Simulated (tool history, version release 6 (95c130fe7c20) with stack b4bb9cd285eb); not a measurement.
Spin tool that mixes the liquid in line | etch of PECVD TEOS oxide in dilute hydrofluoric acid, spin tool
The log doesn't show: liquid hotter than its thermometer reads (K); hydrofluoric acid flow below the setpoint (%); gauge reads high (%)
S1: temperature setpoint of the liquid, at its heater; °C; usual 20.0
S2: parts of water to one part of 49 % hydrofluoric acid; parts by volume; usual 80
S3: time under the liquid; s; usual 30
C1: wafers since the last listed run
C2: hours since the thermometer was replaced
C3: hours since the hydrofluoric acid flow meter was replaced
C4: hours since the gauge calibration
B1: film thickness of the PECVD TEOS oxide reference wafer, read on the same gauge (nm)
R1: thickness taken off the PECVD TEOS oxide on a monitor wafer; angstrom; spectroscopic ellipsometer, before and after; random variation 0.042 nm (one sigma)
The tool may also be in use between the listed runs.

{"run": 1, "hour": 0.0, "S1": 20.0, "S2": 90, "S3": 20, "C1": 0, "C2": 2250.7, "C3": 413.1, "C4": 145.5, "B1": 80.019, "R1": 24.71}
{"run": 2, "hour": 14.8, "S1": 20.0, "S2": 90, "S3": 20, "C1": 146, "C2": 2265.5, "C3": 427.9, "C4": 160.3, "B1": 80.011, "R1": 24.93}
{"run": 3, "hour": 27.2, "S1": 20.0, "S2": 80, "S3": 30, "C1": 123, "C2": 2277.9, "C3": 440.3, "C4": 172.7, "B1": 79.985, "R1": 41.73}
{"run": 4, "hour": 36.0, "S1": 20.0, "S2": 80, "S3": 30, "C1": 87, "C2": 2286.7, "C3": 449.1, "C4": 181.5, "B1": 80.007, "R1": 41.82}
{"run": 5, "hour": 45.9, "S1": 20.0, "S2": 80, "S3": 30, "C1": 98, "C2": 2296.6, "C3": 459.0, "C4": 191.4, "B1": 79.946, "R1": 42.24}
{"run": 6, "hour": 56.9, "S1": 20.0, "S2": 80, "S3": 30, "C1": 109, "C2": 2307.6, "C3": 470.0, "C4": 202.4, "B1": 80.024, "R1": 41.56}
{"run": 7, "hour": 69.3, "S1": 17.0, "S2": 80, "S3": 30, "C1": 123, "C2": 2320.0, "C3": 482.4, "C4": 214.8, "B1": 80.019, "R1": 37.05}
{"run": 8, "hour": 86.7, "S1": 20.0, "S2": 80, "S3": 30, "C1": 172, "C2": 2337.4, "C3": 499.8, "C4": 232.2, "B1": 80.004, "R1": 41.94}
{"hour": 93.8, "done": "thermometer replaced"}
{"hour": 98.2, "done": "gauge calibrated"}
{"run": 9, "hour": 101.6, "S1": 20.0, "S2": 80, "S3": 30, "C1": 137, "C2": 7.8, "C3": 514.7, "C4": 3.4, "B1": 79.99, "R1": 41.23}
{"run": 10, "hour": 117.5, "S1": 20.0, "S2": 80, "S3": 30, "C1": 157, "C2": 23.7, "C3": 530.6, "C4": 19.3, "B1": 79.96, "R1": 41.47}
{"run": 11, "hour": 135.4, "S1": 20.0, "S2": 80, "S3": 30, "C1": 177, "C2": 41.6, "C3": 548.5, "C4": 37.2, "B1": 80.005, "R1": 41.4}
{"run": 12, "hour": 150.8, "S1": 20.0, "S2": 80, "S3": 30, "C1": 152, "C2": 57.0, "C3": 563.9, "C4": 52.6, "B1": 80.006, "R1": 41.79}
{"run": 13, "hour": 168.4, "S1": 20.0, "S2": 80, "S3": 15, "C1": 174, "C2": 74.6, "C3": 581.5, "C4": 70.2, "B1": 79.986, "R1": 20.42}
{"run": 14, "hour": 178.7, "S1": 17.0, "S2": 60, "S3": 30, "C1": 102, "C2": 84.9, "C3": 591.8, "C4": 80.5, "B1": 79.999, "R1": 50.03}
{"run": 15, "hour": 189.1, "S1": 20.0, "S2": 80, "S3": 30, "C1": 103, "C2": 95.3, "C3": 602.2, "C4": 90.9, "B1": 80.035, "R1": 41.26}
{"run": 16, "hour": 202.0, "S1": 20.0, "S2": 50, "S3": 15, "C1": 128, "C2": 108.2, "C3": 615.1, "C4": 103.8, "B1": 80.024, "R1": 33.71}
{"run": 17, "hour": 213.7, "S1": 20.0, "S2": 45, "S3": 30, "C1": 116, "C2": 119.9, "C3": 626.8, "C4": 115.5, "B1": 80.003, "R1": 76.13}
{"hour": 221.7, "done": "hydrofluoric acid flow meter replaced"}
{"run": 18, "hour": 224.2, "S1": 20.0, "S2": 60, "S3": 30, "C1": 94, "C2": 130.4, "C3": 2.5, "C4": 126.0, "B1": 79.994, "R1": 62.98}
{"run": 19, "hour": 238.5, "S1": 20.0, "S2": 80, "S3": 30, "C1": 141, "C2": 144.7, "C3": 16.8, "C4": 140.3, "B1": 79.973, "R1": 45.16}
{"run": 20, "hour": 245.2, "S1": 20.0, "S2": 80, "S3": 30, "C1": 66, "C2": 151.4, "C3": 23.5, "C4": 147.0, "B1": 80.042, "R1": 45.5}
{"run": 21, "hour": 252.4, "S1": 23.5, "S2": 80, "S3": 40, "C1": 71, "C2": 158.6, "C3": 30.7, "C4": 154.2, "B1": 79.995, "R1": 70.34}
{"run": 22, "hour": 263.7, "S1": 20.0, "S2": 80, "S3": 30, "C1": 112, "C2": 169.9, "C3": 42.0, "C4": 165.5, "B1": 80.015, "R1": 45.67}
{"run": 23, "hour": 274.9, "S1": 23.5, "S2": 55, "S3": 20, "C1": 111, "C2": 181.1, "C3": 53.2, "C4": 176.7, "B1": 79.996, "R1": 52.65}
{"run": 24, "hour": 290.4, "S1": 20.0, "S2": 50, "S3": 45, "C1": 153, "C2": 196.6, "C3": 68.7, "C4": 192.2, "B1": 79.974, "R1": 113.22}

Forecast each of these 4 alternatives for the next run:
{"run": "A", "hour": 290.8, "S1": 20.0, "S2": 80, "S3": 40, "C1": 3, "C2": 197.0, "C3": 69.1, "C4": 192.6, "B1": "?", "R1": "?"}
{"run": "B", "hour": 290.8, "S1": 20.0, "S2": 65, "S3": 20, "C1": 3, "C2": 197.0, "C3": 69.1, "C4": 192.6, "B1": "?", "R1": "?"}
{"run": "C", "hour": 290.8, "S1": 21.5, "S2": 105, "S3": 30, "C1": 3, "C2": 197.0, "C3": 69.1, "C4": 192.6, "B1": "?", "R1": "?"}
{"run": "D", "hour": 290.8, "S1": 20.0, "S2": 45, "S3": 20, "C1": 3, "C2": 197.0, "C3": 69.1, "C4": 192.6, "B1": "?", "R1": "?"}

run=A B1=80.004 R1=60.31
run=B B1=80.004 R1=37.78
run=C B1=80.004 R1=35.60
run=D B1=80.004 R1=55.89
Without the tool's hidden state the same runs would have given:
run=A R1=61.13
run=B R1=38.28
run=C R1=36.09
run=D R1=56.63
